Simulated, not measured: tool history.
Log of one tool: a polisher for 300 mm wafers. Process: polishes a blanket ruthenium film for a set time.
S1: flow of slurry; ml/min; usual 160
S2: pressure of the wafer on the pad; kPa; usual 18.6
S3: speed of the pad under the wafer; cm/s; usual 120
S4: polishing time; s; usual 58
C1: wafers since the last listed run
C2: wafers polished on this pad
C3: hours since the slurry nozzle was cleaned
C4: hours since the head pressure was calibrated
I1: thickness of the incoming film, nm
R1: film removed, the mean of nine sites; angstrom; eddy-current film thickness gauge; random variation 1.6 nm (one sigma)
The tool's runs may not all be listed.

run 1 hour=0 | S1=160 S2=18.6 S3=120 S4=58 | C1=0 C2=2510 C3=7.3 C4=250.8 | I1=293.8 | R1=1173
-- hour=46.2 worn pad replaced by a new one
run 2 hour=90.5 | S1=160 S2=18.6 S3=120 S4=58 | C1=649 C2=332 C3=97.8 C4=341.3 | I1=291.9 | R1=1142
run 3 hour=178.9 | S1=160 S2=18.6 S3=120 S4=58 | C1=663 C2=996 C3=186.2 C4=429.7 | I1=290.8 | R1=1141
-- hour=228.5 head pressure recalibrated
run 4 hour=271.2 | S1=190 S2=18.6 S3=120 S4=58 | C1=677 C2=1674 C3=278.5 C4=42.7 | I1=287.8 | R1=1158
run 5 hour=402.5 | S1=160 S2=18.6 S3=120 S4=53 | C1=985 C2=2660 C3=409.8 C4=174 | I1=290.2 | R1=959
-- hour=475.2 slurry nozzle cleaned
-- hour=512.8 worn pad replaced by a new one
run 6 hour=630.9 | S1=160 S2=18.6 S3=120 S4=53 | C1=1677 C2=886 C3=155.7 C4=402.4 | I1=292.4 | R1=1064
run 7 hour=699.8 | S1=160 S2=18.6 S3=102 S4=58 | C1=517 C2=1404 C3=224.6 C4=471.3 | I1=290.7 | R1=957
-- hour=780 head pressure recalibrated
run 8 hour=784.6 | S1=160 S2=18.6 S3=102 S4=58 | C1=621 C2=2025 C3=309.4 C4=4.6 | I1=291.1 | R1=928
-- hour=855.5 slurry nozzle cleaned
run 9 hour=905.8 | S1=160 S2=18.6 S3=120 S4=58 | C1=902 C2=2927 C3=50.3 C4=125.8 | I1=286.1 | R1=1162
run 10 hour=963.8 | S1=160 S2=18.6 S3=120 S4=58 | C1=435 C2=3363 C3=108.3 C4=183.8 | I1=289.9 | R1=1137
-- hour=972.5 worn pad replaced by a new one
run 11 hour=1031.7 | S1=160 S2=18.6 S3=120 S4=58 | C1=479 C2=444 C3=176.2 C4=251.7 | I1=288.6 | R1=1166
run 12 hour=1117.9 | S1=160 S2=13.8 S3=120 S4=58 | C1=647 C2=1091 C3=262.4 C4=337.9 | I1=289.5 | R1=841
run 13 hour=1172 | S1=160 S2=18.6 S3=120 S4=58 | C1=406 C2=1497 C3=316.5 C4=392 | I1=286.8 | R1=1129
run 14 hour=1276.1 | S1=160 S2=15.2 S3=120 S4=58 | C1=781 C2=2279 C3=420.6 C4=496.1 | I1=294.3 | R1=899
-- hour=1307.5 slurry nozzle cleaned
-- hour=1353.5 worn pad replaced by a new one
run 15 hour=1354 | S1=125 S2=18.6 S3=144 S4=58 | C1=547 C2=3 C3=46.5 C4=574 | I1=286.5 | R1=1368
-- hour=1381 head pressure recalibrated
run 16 hour=1458.9 | S1=195 S2=18.6 S3=120 S4=58 | C1=772 C2=776 C3=151.4 C4=77.9 | I1=295.8 | R1=1177
run 17 hour=1512.1 | S1=160 S2=18.6 S3=120 S4=58 | C1=399 C2=1175 C3=204.6 C4=131.1 | I1=291.3 | R1=1093
run 18 hour=1622.7 | S1=160 S2=18.6 S3=120 S4=75 | C1=830 C2=2005 C3=315.2 C4=241.7 | I1=287.7 | R1=1393
run 19 hour=1680.1 | S1=205 S2=15.9 S3=148 S4=71 | C1=430 C2=2436 C3=372.6 C4=299.1 | I1=287.8 | R1=1474
-- hour=1690.6 slurry nozzle cleaned
-- hour=1834 worn pad replaced by a new one
-- hour=1990.9 head pressure recalibrated
run 20 hour=1991.7 | S1=160 S2=18.6 S3=120 S4=58 | C1=2286 C2=1169 C3=301.1 C4=0.8 | I1=287.7 | R1=1098
run 21 hour=2082.4 | S1=115 S2=12.4 S3=120 S4=58 | C1=680 C2=1849 C3=391.8 C4=91.5 | I1=291.7 | R1=674
-- hour=2197.2 slurry nozzle cleaned
run 22 hour=2236 | S1=125 S2=18.6 S3=120 S4=58 | C1=1145 C2=2995 C3=38.8 C4=245.1 | I1=285.7 | R1=1136

Measured less the same run without the tool's hidden state. The same run-to-run variation is in both; the gauge's scatter may not be:
The hidden state here: removal rate lost through wear of the pad, %; slurry flow missing at the pad, %; deviation of the head's pressure from its setpoint, %.
run=1 R1=-9
run=2 R1=-26
run=3 R1=-47
run=4 R1=-63
run=5 R1=-103
run=6 R1=-28
run=7 R1=-39
run=8 R1=-57
run=9 R1=-9
run=10 R1=-20
run=11 R1=-35
run=12 R1=-41
run=13 R1=-71
run=14 R1=-86
run=15 R1=-25
run=16 R1=-34
run=17 R1=-50
run=18 R1=-105
run=19 R1=-112
run=20 R1=-69
run=21 R1=-81
run=22 R1=-13
